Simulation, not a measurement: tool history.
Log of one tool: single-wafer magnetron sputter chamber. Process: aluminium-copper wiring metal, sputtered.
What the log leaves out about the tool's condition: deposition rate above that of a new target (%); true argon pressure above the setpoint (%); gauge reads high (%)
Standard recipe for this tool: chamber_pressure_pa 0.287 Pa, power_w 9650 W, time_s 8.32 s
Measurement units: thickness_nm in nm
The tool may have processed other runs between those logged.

run	hour	chamber_pressure_pa	power_w	time_s	wafers since the last listed run	wafers on the sputter target	hours since the last manometer calibration	hours since the magnet pack was replaced	hours since the gauge calibration	read-back reference wafer on the same gauge, thickness_nm	thickness_nm
1	0	0.287	9650	8.32	0	3672	2098.2	11648.1	84	149.004	160.557
2	54.1	0.287	9650	8.32	1775	5447	2152.3	11702.2	138.1	148.927	159.924
3	112.5	0.287	8500	8.32	1916	7363	2210.7	11760.6	196.5	148.941	139.975
# hour 144.8: sputter target and shields replaced
4	297.5	0.287	8500	8.32	5807	5010	2395.7	11945.6	381.5	148.958	141.2
5	324	0.287	8500	8.32	869	5879	2422.2	11972.1	408	149.031	140.898
# hour 336.7: capacitance manometer re-zeroed and calibrated
6	375	0.248	9650	8.32	1410	7290	38.3	12023.1	459	148.893	158.896
# hour 384.6: sputter target and shields replaced
7	434.9	0.216	9650	8.32	1702	1650	98.2	12083	518.9	148.996	163.045
8	504.7	0.25	8350	8.89	2290	3941	168	12152.8	588.7	149.084	148.702
9	529.6	0.287	9650	8.32	817	4758	192.9	12177.7	613.6	148.945	158.163
# hour 628.3: sputter target and shields replaced
# hour 657.1: gauge calibrated
10	698.1	0.394	11000	7.87	5266	2290	361.4	12346.2	41	148.989	164.584
# hour 732.9: magnet pack replaced
11	752.6	0.287	7450	7.73	1525	3816	415.9	19.7	95.5	148.871	113.996
12	791.8	0.287	11000	8.32	1286	5102	455.1	58.9	134.7	148.983	180.567
13	819.2	0.287	9650	8.32	899	6001	482.5	86.3	162.1	148.998	158.136
# hour 841.6: sputter target and shields replaced
14	919.9	0.287	9650	8.32	3041	2570	583.2	187	262.8	149.104	159.559

Alternative continuations, all from the tool just after run 14; predict every row:
A	920.3	0.287	9650	8.32	13	2583	583.6	187.4	263.2	?	?
B	920.3	0.287	9650	9.51	13	2583	583.6	187.4	263.2	?	?
C	920.3	0.287	10400	9.06	13	2583	583.6	187.4	263.2	?	?
D	920.3	0.393	9650	7.82	13	2583	583.6	187.4	263.2	?	?

run	read-back reference wafer on the same gauge, thickness_nm	thickness_nm
A	149.049	159.689
B	149.049	182.53
C	149.049	187.408
D	149.049	144.346
What these runs would have given with no unlogged condition in the tool:
run	thickness_nm
A	158.528
B	181.202
C	186.044
D	142.98
